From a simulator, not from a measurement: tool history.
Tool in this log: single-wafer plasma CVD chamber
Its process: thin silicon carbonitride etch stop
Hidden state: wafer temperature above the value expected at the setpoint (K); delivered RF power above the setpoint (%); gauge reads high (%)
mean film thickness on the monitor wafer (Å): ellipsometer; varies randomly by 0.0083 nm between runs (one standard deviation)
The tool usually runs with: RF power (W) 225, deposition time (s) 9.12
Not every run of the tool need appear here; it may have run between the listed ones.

run	day	RF power (W)	deposition time (s)	wafers since the last listed run	hours since the last thermocouple change	hours since the last RF generator calibration	hours since the showerhead was replaced	hours since the gauge calibration	read-back reference wafer on the same gauge, thickness_nm	mean film thickness on the monitor wafer (Å)
1	0	225	9.12	0	2133.5	2350.4	3365.5	189.4	5.566	54.95
2	0.271	225	9.12	159	2140	2356.9	3372	195.9	5.564	54.88
3	0.917	225	9.12	380	2155.5	2372.4	3387.5	211.4	5.56	54.74
4	1.554	225	9.12	375	2170.8	2387.7	3402.8	226.7	5.558	54.83
5	2.15	225	9.12	351	2185.1	2402	3417.1	241	5.557	54.77
6	2.575	225	9.12	250	2195.3	2412.2	3427.3	251.2	5.554	54.81
7	2.888	225	9.12	184	2202.8	2419.7	3434.8	258.7	5.555	54.66
8	3.354	225	9.12	275	2214	2430.9	3446	269.9	5.552	54.83
# day 3.829: RF generator calibrated
9	3.875	225	9.12	110	2226.5	1.1	3458.5	282.4	5.553	54.79
10	4.554	225	9.12	400	2242.8	17.4	3474.8	298.7	5.547	54.77
11	4.829	225	9.12	162	2249.4	24	3481.4	305.3	5.548	54.78
12	5.233	200	7.93	238	2259.1	33.7	3491.1	315	5.543	45.36
13	5.929	200	7.93	410	2275.8	50.4	3507.8	331.7	5.542	45.42
14	6.288	205	7.63	211	2284.4	59	3516.4	340.3	5.539	44.03
15	7.021	225	9.12	432	2302	76.6	3534	357.9	5.538	54.63
16	7.396	265	8.48	221	2311	85.6	3543	366.9	5.537	54.05
# day 7.742: gauge calibrated
# day 7.942: thermocouple changed; heater temperature recalibrated
17	7.962	180	10.21	137	0.5	99.2	3556.6	5.3	5.587	56.19
18	8.508	205	7.54	321	13.6	112.3	3569.7	18.4	5.585	43.92
# day 8.925: showerhead replaced
19	8.983	225	9.12	83	25	123.7	1.4	29.8	5.583	55.14
20	9.296	185	10.52	184	32.5	131.2	8.9	37.3	5.583	58.76
21	9.958	195	9.75	390	48.4	147.1	24.8	53.2	5.582	55.55
22	10.354	195	9.72	233	57.9	156.6	34.3	62.7	5.578	55.23
23	10.696	265	8.65	201	66.1	164.8	42.5	70.9	5.578	55.63
24	11.279	180	8.6	343	80.1	178.8	56.5	84.9	5.576	47.45
25	11.588	225	9.12	181	87.5	186.2	63.9	92.3	5.574	55
26	11.979	260	7.73	230	96.9	195.6	73.3	101.7	5.572	49.16

Consider 4 possible next runs. They are alternatives, not a sequence: every one starts from the tool as it was left by run 26. What does each give?
A	11.996	225	9.12	9	97.3	196	73.7	102.1	?	?
B	11.996	245	8.58	9	97.3	196	73.7	102.1	?	?
C	11.996	185	9.12	9	97.3	196	73.7	102.1	?	?
D	11.996	240	7.61	9	97.3	196	73.7	102.1	?	?

run	read-back reference wafer on the same gauge, thickness_nm	mean film thickness on the monitor wafer (Å)
A	5.573	55.06
B	5.573	53.53
C	5.573	50.88
D	5.573	47.1
Take away the tool's hidden state, keep each run's random variation, and the runs would have read:
run	mean film thickness on the monitor wafer (Å)
A	55.23
B	53.7
C	51.04
D	47.25
